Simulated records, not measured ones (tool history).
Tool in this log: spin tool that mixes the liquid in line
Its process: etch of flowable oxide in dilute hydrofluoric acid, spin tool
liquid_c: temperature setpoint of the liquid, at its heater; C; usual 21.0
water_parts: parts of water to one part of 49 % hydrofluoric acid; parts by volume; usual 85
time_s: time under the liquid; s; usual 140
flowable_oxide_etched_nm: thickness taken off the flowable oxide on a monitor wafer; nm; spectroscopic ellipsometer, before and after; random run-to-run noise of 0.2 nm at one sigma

run	hour	liquid_c	water_parts	time_s	read-back film thickness of the flowable oxide reference wafer, read on the same gauge (nm)	flowable_oxide_etched_nm
1	0.0	21.0	85	140	49.99	59.31
2	88.0	21.0	85	140	50.02	59.04
3	174.7	21.0	85	140	50.02	58.98
4	255.4	21.0	85	140	50.01	58.64
5	307.3	21.0	85	140	50.00	58.85
6	375.2	21.0	85	190	49.99	79.77
7	436.5	21.0	85	190	49.98	79.64
8	514.3	21.0	85	140	49.99	58.76
9	585.5	21.0	85	140	49.99	58.46
10	653.3	21.0	110	85	49.99	26.70
11	693.6	21.0	85	140	49.99	58.73
# hour 699.8: gauge calibrated
12	742.3	21.0	85	140	50.00	58.44
13	826.0	21.0	85	140	49.99	58.74
14	908.9	21.0	85	140	50.01	58.17
# hour 985.9: thermometer replaced
15	1014.3	21.0	85	140	49.97	55.18
16	1110.4	21.0	70	140	50.02	67.94
17	1147.4	21.0	85	140	49.99	54.91
18	1192.2	22.5	65	105	50.00	58.76
# hour 1292.3: thermometer replaced, repeated, since the last time left the tool worse
19	1299.6	21.0	85	140	49.99	61.52
20	1382.7	21.0	120	140	49.98	41.89
# hour 1428.4: hydrofluoric acid flow meter replaced
21	1468.6	21.0	85	140	49.99	61.87
22	1518.8	26.0	65	95	50.00	68.40
23	1597.2	24.5	75	180	49.99	103.92
24	1699.4	21.0	85	60	50.00	26.13
25	1772.3	23.0	105	75	50.00	28.00
# hour 1798.9: gauge calibrated
26	1877.5	24.0	70	140	50.00	84.77

Consider 3 possible next runs. They are alternatives, not a sequence: every one starts from the tool as it was left by run 26. What does each give?
A	1878.0	21.0	85	140	?	?
B	1878.0	21.0	85	170	?	?
C	1878.0	23.0	85	170	?	?

run	read-back film thickness of the flowable oxide reference wafer, read on the same gauge (nm)	flowable_oxide_etched_nm
A	49.99	61.04
B	49.99	74.12
C	49.99	80.44
With no hidden state in the tool, these same runs would have given:
run	flowable_oxide_etched_nm
A	61.78
B	75.01
C	81.39
